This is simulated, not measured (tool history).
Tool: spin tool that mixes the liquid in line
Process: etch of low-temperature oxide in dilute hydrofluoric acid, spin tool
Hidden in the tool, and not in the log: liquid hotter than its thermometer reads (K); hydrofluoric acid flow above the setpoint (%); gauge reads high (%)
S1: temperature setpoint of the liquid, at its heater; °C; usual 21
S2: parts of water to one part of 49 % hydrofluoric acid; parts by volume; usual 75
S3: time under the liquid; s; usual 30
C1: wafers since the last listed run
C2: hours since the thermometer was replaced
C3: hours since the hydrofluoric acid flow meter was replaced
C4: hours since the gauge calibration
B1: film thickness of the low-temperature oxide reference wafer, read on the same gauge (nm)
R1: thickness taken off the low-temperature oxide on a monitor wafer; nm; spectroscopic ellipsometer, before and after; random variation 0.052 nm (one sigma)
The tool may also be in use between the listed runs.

run 1 day=0 | S1=21 S2=75 S3=30 | C1=0 C2=624 C3=263 C4=1009.3 | B1=70.04 | R1=7.97
run 2 day=1.179 | S1=21 S2=75 S3=30 | C1=474 C2=652.3 C3=291.3 C4=1037.6 | B1=70 | R1=8.02
run 3 day=3.158 | S1=21 S2=75 S3=30 | C1=796 C2=699.8 C3=338.8 C4=1085.1 | B1=70.01 | R1=8.16
run 4 day=5.712 | S1=21 S2=75 S3=30 | C1=1028 C2=761.1 C3=400.1 C4=1146.4 | B1=69.98 | R1=8.17
run 5 day=8.2 | S1=21 S2=75 S3=30 | C1=1001 C2=820.8 C3=459.8 C4=1206.1 | B1=70 | R1=8.24
run 6 day=9.767 | S1=21 S2=75 S3=30 | C1=630 C2=858.4 C3=497.4 C4=1243.7 | B1=70.03 | R1=8.34
run 7 day=12.646 | S1=21 S2=75 S3=30 | C1=1158 C2=927.5 C3=566.5 C4=1312.8 | B1=69.99 | R1=8.48
run 8 day=14.058 | S1=21 S2=75 S3=30 | C1=568 C2=961.4 C3=600.4 C4=1346.7 | B1=70 | R1=8.49
-- day=15.342 hydrofluoric acid flow meter replaced
run 9 day=16.908 | S1=21 S2=75 S3=15 | C1=1130 C2=1029.8 C3=37.6 C4=1415.1 | B1=70.04 | R1=4.04
run 10 day=19.042 | S1=23 S2=75 S3=30 | C1=858 C2=1081 C3=88.8 C4=1466.3 | B1=69.99 | R1=8.78
run 11 day=20.208 | S1=21 S2=60 S3=30 | C1=469 C2=1109 C3=116.8 C4=1494.3 | B1=69.99 | R1=10.33
run 12 day=22.812 | S1=21 S2=60 S3=30 | C1=1048 C2=1171.5 C3=179.3 C4=1556.8 | B1=69.99 | R1=10.46
run 13 day=25.033 | S1=21 S2=75 S3=30 | C1=893 C2=1224.8 C3=232.6 C4=1610.1 | B1=69.99 | R1=8.26
-- day=25.512 gauge calibrated
run 14 day=26.496 | S1=21 S2=75 S3=40 | C1=588 C2=1259.9 C3=267.7 C4=23.6 | B1=70.01 | R1=11.11
run 15 day=29.45 | S1=21 S2=75 S3=30 | C1=1189 C2=1330.8 C3=338.6 C4=94.5 | B1=70.03 | R1=8.28
run 16 day=32.3 | S1=21 S2=75 S3=30 | C1=1147 C2=1399.2 C3=407 C4=162.9 | B1=69.99 | R1=8.37
run 17 day=34.6 | S1=19 S2=50 S3=30 | C1=925 C2=1454.4 C3=462.2 C4=218.1 | B1=70 | R1=12.2
run 18 day=35.867 | S1=21 S2=100 S3=30 | C1=509 C2=1484.8 C3=492.6 C4=248.5 | B1=70 | R1=6.21
run 19 day=37.433 | S1=24.5 S2=100 S3=20 | C1=630 C2=1522.4 C3=530.2 C4=286.1 | B1=70 | R1=4.81
run 20 day=38.746 | S1=25 S2=55 S3=15 | C1=528 C2=1553.9 C3=561.7 C4=317.6 | B1=70.03 | R1=7.16
-- day=40.025 thermometer replaced
run 21 day=40.046 | S1=18 S2=75 S3=40 | C1=506 C2=0.5 C3=592.9 C4=348.8 | B1=69.98 | R1=9.45
-- day=41.879 hydrofluoric acid flow meter replaced
run 22 day=42.858 | S1=21 S2=55 S3=30 | C1=1115 C2=68 C3=23.5 C4=416.3 | B1=70.01 | R1=10.62
run 23 day=45.362 | S1=21 S2=75 S3=30 | C1=1007 C2=128.1 C3=83.6 C4=476.4 | B1=69.99 | R1=7.72
run 24 day=47.196 | S1=19 S2=50 S3=30 | C1=737 C2=172.1 C3=127.6 C4=520.4 | B1=70 | R1=11.01
run 25 day=48.7 | S1=21 S2=55 S3=40 | C1=605 C2=208.2 C3=163.7 C4=556.5 | B1=70 | R1=14.3
run 26 day=50.612 | S1=21 S2=75 S3=30 | C1=769 C2=254.1 C3=209.6 C4=602.4 | B1=70.01 | R1=7.82
run 27 day=56.942 | S1=21 S2=75 S3=45 | C1=2547 C2=406 C3=361.5 C4=754.3 | B1=70 | R1=11.97
run 28 day=58.512 | S1=19 S2=75 S3=50 | C1=632 C2=443.7 C3=399.2 C4=792 | B1=70.01 | R1=12.32

The tool's hidden state at each run:
gauge reads high (%): 0 in every run
H1: liquid hotter than its thermometer reads (K)
H2: hydrofluoric acid flow above the setpoint (%)
run=1 H1=0.867 H2=2.97
run=2 H1=0.901 H2=3.24
run=3 H1=0.956 H2=3.7
run=4 H1=1.03 H2=4.29
run=5 H1=1.1 H2=4.87
run=6 H1=1.14 H2=5.23
run=7 H1=1.22 H2=5.9
run=8 H1=1.26 H2=6.22
run=9 H1=1.34 H2=0.768
run=10 H1=1.4 H2=1.26
run=11 H1=1.44 H2=1.53
run=12 H1=1.51 H2=2.13
run=13 H1=1.57 H2=2.65
run=14 H1=1.61 H2=2.99
run=15 H1=1.7 H2=3.67
run=16 H1=1.78 H2=4.33
run=17 H1=1.84 H2=4.86
run=18 H1=1.88 H2=5.15
run=19 H1=1.92 H2=5.52
run=20 H1=1.96 H2=5.82
run=21 H1=0.0455 H2=6.12
run=22 H1=0.125 H2=0.614
run=23 H1=0.195 H2=1.19
run=24 H1=0.246 H2=1.62
run=25 H1=0.289 H2=1.96
run=26 H1=0.343 H2=2.41
run=27 H1=0.52 H2=3.87
run=28 H1=0.565 H2=4.23
